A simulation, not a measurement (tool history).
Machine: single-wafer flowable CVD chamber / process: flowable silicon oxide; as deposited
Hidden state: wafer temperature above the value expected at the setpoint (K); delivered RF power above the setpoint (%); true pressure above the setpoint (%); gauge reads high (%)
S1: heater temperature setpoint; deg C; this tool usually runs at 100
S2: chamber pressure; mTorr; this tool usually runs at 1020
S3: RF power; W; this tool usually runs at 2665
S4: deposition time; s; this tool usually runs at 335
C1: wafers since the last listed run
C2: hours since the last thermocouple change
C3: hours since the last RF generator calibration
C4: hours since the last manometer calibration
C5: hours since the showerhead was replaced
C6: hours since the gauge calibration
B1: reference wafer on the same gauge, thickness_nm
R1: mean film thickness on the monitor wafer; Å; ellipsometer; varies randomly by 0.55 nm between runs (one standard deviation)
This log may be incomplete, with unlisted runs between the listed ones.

{"run": 1, "hour": 0.0, "S1": 100, "S2": 1020, "S3": 2665, "S4": 335, "C1": 0, "C2": 1035.2, "C3": 693.0, "C4": 420.5, "C5": 5663.9, "C6": 19.5, "B1": 321.938, "R1": 2704.82}
{"run": 2, "hour": 58.2, "S1": 100, "S2": 1020, "S3": 2665, "S4": 335, "C1": 345, "C2": 1093.4, "C3": 751.2, "C4": 478.7, "C5": 5722.1, "C6": 77.7, "B1": 321.997, "R1": 2704.91}
{"hour": 102.7, "done": "showerhead replaced"}
{"run": 3, "hour": 113.3, "S1": 100, "S2": 1020, "S3": 2665, "S4": 335, "C1": 279, "C2": 1148.5, "C3": 806.3, "C4": 533.8, "C5": 10.6, "C6": 132.8, "B1": 321.803, "R1": 2686.87}
{"run": 4, "hour": 149.2, "S1": 100, "S2": 1020, "S3": 2665, "S4": 335, "C1": 213, "C2": 1184.4, "C3": 842.2, "C4": 569.7, "C5": 46.5, "C6": 168.7, "B1": 322.052, "R1": 2688.82}
{"run": 5, "hour": 211.9, "S1": 100, "S2": 1020, "S3": 2665, "S4": 335, "C1": 372, "C2": 1247.1, "C3": 904.9, "C4": 632.4, "C5": 109.2, "C6": 231.4, "B1": 321.847, "R1": 2686.41}
{"run": 6, "hour": 251.1, "S1": 85, "S2": 1020, "S3": 2460, "S4": 335, "C1": 232, "C2": 1286.3, "C3": 944.1, "C4": 671.6, "C5": 148.4, "C6": 270.6, "B1": 322.16, "R1": 4455.77}
{"run": 7, "hour": 294.0, "S1": 100, "S2": 1020, "S3": 2665, "S4": 335, "C1": 254, "C2": 1329.2, "C3": 987.0, "C4": 714.5, "C5": 191.3, "C6": 313.5, "B1": 322.103, "R1": 2693.54}
{"run": 8, "hour": 326.3, "S1": 100, "S2": 1020, "S3": 2665, "S4": 335, "C1": 191, "C2": 1361.5, "C3": 1019.3, "C4": 746.8, "C5": 223.6, "C6": 345.8, "B1": 321.803, "R1": 2679.53}
{"run": 9, "hour": 377.3, "S1": 91, "S2": 1020, "S3": 2215, "S4": 335, "C1": 302, "C2": 1412.5, "C3": 1070.3, "C4": 797.8, "C5": 274.6, "C6": 396.8, "B1": 322.175, "R1": 3495.27}
{"hour": 435.4, "done": "RF generator calibrated"}
{"run": 10, "hour": 435.9, "S1": 107, "S2": 1020, "S3": 2665, "S4": 309, "C1": 300, "C2": 1471.1, "C3": 0.5, "C4": 856.4, "C5": 333.2, "C6": 455.4, "B1": 322.141, "R1": 1931.46}
{"hour": 449.1, "done": "capacitance manometer re-zeroed and calibrated"}
{"run": 11, "hour": 457.4, "S1": 100, "S2": 1020, "S3": 2665, "S4": 335, "C1": 80, "C2": 1492.6, "C3": 22.0, "C4": 8.3, "C5": 354.7, "C6": 476.9, "B1": 321.795, "R1": 2722.91}
{"hour": 480.7, "done": "thermocouple changed; heater temperature recalibrated"}
{"run": 12, "hour": 512.8, "S1": 105, "S2": 860, "S3": 2515, "S4": 335, "C1": 281, "C2": 32.1, "C3": 77.4, "C4": 63.7, "C5": 410.1, "C6": 532.3, "B1": 322.194, "R1": 1877.0}
{"run": 13, "hour": 586.4, "S1": 91, "S2": 1020, "S3": 2665, "S4": 369, "C1": 436, "C2": 105.7, "C3": 151.0, "C4": 137.3, "C5": 483.7, "C6": 605.9, "B1": 321.697, "R1": 4162.53}
{"run": 14, "hour": 629.5, "S1": 100, "S2": 1020, "S3": 2665, "S4": 335, "C1": 255, "C2": 148.8, "C3": 194.1, "C4": 180.4, "C5": 526.8, "C6": 649.0, "B1": 321.754, "R1": 2718.05}
{"run": 15, "hour": 685.7, "S1": 86, "S2": 1120, "S3": 2930, "S4": 281, "C1": 333, "C2": 205.0, "C3": 250.3, "C4": 236.6, "C5": 583.0, "C6": 705.2, "B1": 322.187, "R1": 4146.03}
{"run": 16, "hour": 731.6, "S1": 100, "S2": 880, "S3": 2665, "S4": 335, "C1": 272, "C2": 250.9, "C3": 296.2, "C4": 282.5, "C5": 628.9, "C6": 751.1, "B1": 322.047, "R1": 2343.79}
{"run": 17, "hour": 796.7, "S1": 100, "S2": 1020, "S3": 2375, "S4": 335, "C1": 386, "C2": 316.0, "C3": 361.3, "C4": 347.6, "C5": 694.0, "C6": 816.2, "B1": 321.869, "R1": 2632.44}
{"run": 18, "hour": 843.4, "S1": 100, "S2": 1020, "S3": 2665, "S4": 335, "C1": 277, "C2": 362.7, "C3": 408.0, "C4": 394.3, "C5": 740.7, "C6": 862.9, "B1": 321.887, "R1": 2711.12}
{"run": 19, "hour": 912.9, "S1": 100, "S2": 1250, "S3": 2220, "S4": 335, "C1": 412, "C2": 432.2, "C3": 477.5, "C4": 463.8, "C5": 810.2, "C6": 932.4, "B1": 321.993, "R1": 3122.18}
{"run": 20, "hour": 942.7, "S1": 100, "S2": 860, "S3": 2525, "S4": 390, "C1": 176, "C2": 462.0, "C3": 507.3, "C4": 493.6, "C5": 840.0, "C6": 962.2, "B1": 322.045, "R1": 2630.21}
{"run": 21, "hour": 995.2, "S1": 100, "S2": 1020, "S3": 2820, "S4": 335, "C1": 311, "C2": 514.5, "C3": 559.8, "C4": 546.1, "C5": 892.5, "C6": 1014.7, "B1": 322.346, "R1": 2743.65}
{"run": 22, "hour": 1064.9, "S1": 89, "S2": 1020, "S3": 2665, "S4": 335, "C1": 413, "C2": 584.2, "C3": 629.5, "C4": 615.8, "C5": 962.2, "C6": 1084.4, "B1": 322.074, "R1": 4014.2}
{"run": 23, "hour": 1127.1, "S1": 112, "S2": 1260, "S3": 2205, "S4": 335, "C1": 369, "C2": 646.4, "C3": 691.7, "C4": 678.0, "C5": 1024.4, "C6": 1146.6, "B1": 322.012, "R1": 2005.97}
{"run": 24, "hour": 1170.8, "S1": 110, "S2": 1020, "S3": 2515, "S4": 309, "C1": 259, "C2": 690.1, "C3": 735.4, "C4": 721.7, "C5": 1068.1, "C6": 1190.3, "B1": 321.924, "R1": 1696.85}
{"run": 25, "hour": 1222.6, "S1": 95, "S2": 1020, "S3": 2665, "S4": 335, "C1": 307, "C2": 741.9, "C3": 787.2, "C4": 773.5, "C5": 1119.9, "C6": 1242.1, "B1": 321.784, "R1": 3228.08}
{"run": 26, "hour": 1263.8, "S1": 100, "S2": 1020, "S3": 2665, "S4": 335, "C1": 244, "C2": 783.1, "C3": 828.4, "C4": 814.7, "C5": 1161.1, "C6": 1283.3, "B1": 321.893, "R1": 2688.24}
{"run": 27, "hour": 1292.7, "S1": 100, "S2": 1020, "S3": 2665, "S4": 394, "C1": 171, "C2": 812.0, "C3": 857.3, "C4": 843.6, "C5": 1190.0, "C6": 1312.2, "B1": 322.018, "R1": 3163.17}

What differs in the tool's unlogged condition from the final listed run ahead of each entry between runs to the first listed run following it?
Run 2 -> run 3: showerhead replaced (hour 102.7)
  delivered RF power above the setpoint (%): -5.46 -> -5.86
  measured less the result without the state, R1: -31.67 -> -34.14 Å
Run 9 -> run 10: RF generator calibrated (hour 435.4)
  delivered RF power above the setpoint (%): -7.77 -> -0.00935
  measured less the result without the state, R1: -110.92 -> -0.03 Å
Run 10 -> run 11: capacitance manometer re-zeroed and calibrated (hour 449.1)
  delivered RF power above the setpoint (%): -0.00935 -> -0.165
  measured less the result without the state, R1: -0.03 -> -0.66 Å
Run 11 -> run 12: thermocouple changed; heater temperature recalibrated (hour 480.7)
  delivered RF power above the setpoint (%): -0.165 -> -0.566
  measured less the result without the state, R1: -0.66 -> -2.42 Å
